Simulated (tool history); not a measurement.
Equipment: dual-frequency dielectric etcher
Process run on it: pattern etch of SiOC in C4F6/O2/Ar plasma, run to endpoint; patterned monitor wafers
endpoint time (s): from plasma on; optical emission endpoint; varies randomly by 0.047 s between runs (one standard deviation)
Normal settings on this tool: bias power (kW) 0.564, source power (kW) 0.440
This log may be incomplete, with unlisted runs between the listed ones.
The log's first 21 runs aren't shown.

| run | day | bias power (kW) | source power (kW) | incoming incoming film thickness, nm | endpoint time (s) |
|---|---|---|---|---|---|
| 22 | 25.892 | 0.669 | 0.350 | 50.9 | 16.1 |
|  | 26.350 | source power generator calibrated |
|  | 28.146 | wet clean of the chamber |
| 23 | 28.167 | 0.678 | 0.350 | 50.4 | 15.4 |
| 24 | 28.692 | 0.663 | 0.370 | 50.8 | 15.4 |
| 25 | 30.017 | 0.515 | 0.480 | 51.0 | 15.7 |
| 26 | 30.792 | 0.703 | 0.410 | 51.1 | 14.6 |
| 27 | 31.996 | 0.695 | 0.440 | 50.5 | 14.2 |
| 28 | 32.633 | 0.564 | 0.440 | 51.2 | 15.7 |
| 29 | 33.579 | 0.639 | 0.370 | 51.5 | 16.1 |
| 30 | 34.525 | 0.564 | 0.440 | 51.0 | 15.9 |
| 31 | 35.796 | 0.564 | 0.330 | 50.9 | 17.6 |
| 32 | 36.850 | 0.613 | 0.400 | 51.0 | 15.8 |
| 33 | 37.933 | 0.678 | 0.510 | 51.6 | 14.1 |
| 34 | 39.154 | 0.682 | 0.370 | 50.9 | 15.7 |

Alternative continuations, all from the tool just after run 34; predict every row:
| A | 39.171 | 0.564 | 0.440 | 51.1 | ? |
| B | 39.171 | 0.462 | 0.510 | 51.1 | ? |
| C | 39.171 | 0.446 | 0.440 | 51.1 | ? |
| D | 39.171 | 0.639 | 0.340 | 51.1 | ? |
| E | 39.171 | 0.676 | 0.490 | 51.1 | ? |

| run | endpoint time (s) |
|---|---|
| A | 15.9 |
| B | 16.4 |
| C | 17.6 |
| D | 16.6 |
| E | 14.1 |
Take away the tool's hidden state, keep each run's random variation, and the runs would have read:
| run | endpoint time (s) |
|---|---|
| A | 15.6 |
| B | 16.1 |
| C | 17.3 |
| D | 16.3 |
| E | 13.9 |
